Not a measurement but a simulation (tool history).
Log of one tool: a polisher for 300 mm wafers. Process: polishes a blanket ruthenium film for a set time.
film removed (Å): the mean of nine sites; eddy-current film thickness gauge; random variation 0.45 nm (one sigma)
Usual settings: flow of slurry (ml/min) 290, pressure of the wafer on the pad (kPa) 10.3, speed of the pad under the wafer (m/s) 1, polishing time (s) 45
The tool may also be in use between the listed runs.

run,hour,flow of slurry (ml/min),pressure of the wafer on the pad (kPa),speed of the pad under the wafer (m/s),polishing time (s),"incoming thickness of the incoming film, nm",film removed (Å)
1,0,290,10.3,1,45,597.3,336
2,57.5,290,10.3,1,45,602.5,332
# hour 79.4: slurry nozzle cleaned
3,93.7,290,10.3,1,45,597.4,324
4,136,290,10.3,1,45,610,318
5,184.5,290,10.3,1,45,604.8,306
# hour 250.1: worn pad replaced by a new one
6,254.1,220,10.3,1.18,45,612.1,380
7,322.2,220,10.3,1.18,45,599.2,384
8,367,290,10.3,1,45,595.5,329
# hour 389.2: head pressure recalibrated
# hour 395.3: slurry nozzle cleaned
9,467.2,290,10.3,1,45,596.7,302
# hour 522.4: worn pad replaced by a new one
10,547.6,360,13.8,1,45,603.3,462
# hour 698.4: slurry nozzle cleaned
11,699.1,290,10.3,1,45,594.5,309
# hour 751.7: worn pad replaced by a new one
12,787.2,290,10.3,0.64,45,606,215
13,825,290,13.8,1,45,602.1,439
14,932.1,290,9,1,33,603.5,202
# hour 984.1: worn pad replaced by a new one
15,1005.4,290,10.3,1,45,597.9,328
# hour 1011.7: slurry nozzle cleaned
16,1069.5,375,10.3,1,51,611.1,372
17,1161.5,210,7.6,1,45,602.7,224
# hour 1248.6: worn pad replaced by a new one
18,1261.1,290,10.3,1,45,595,329

4 ways to go on from here, each from the tool as it stands after run 18. What would each give?
A,1261.5,290,10.3,1,45,587.3,?
B,1261.5,290,7.6,1,45,587.3,?
C,1261.5,290,10.3,1,51,587.3,?
D,1261.5,355,13.1,1,45,587.3,?

run,film removed (Å)
A,340
B,249
C,385
D,436
Without the tool's hidden state the same runs would have given:
run,film removed (Å)
A,343
B,251
C,388
D,440

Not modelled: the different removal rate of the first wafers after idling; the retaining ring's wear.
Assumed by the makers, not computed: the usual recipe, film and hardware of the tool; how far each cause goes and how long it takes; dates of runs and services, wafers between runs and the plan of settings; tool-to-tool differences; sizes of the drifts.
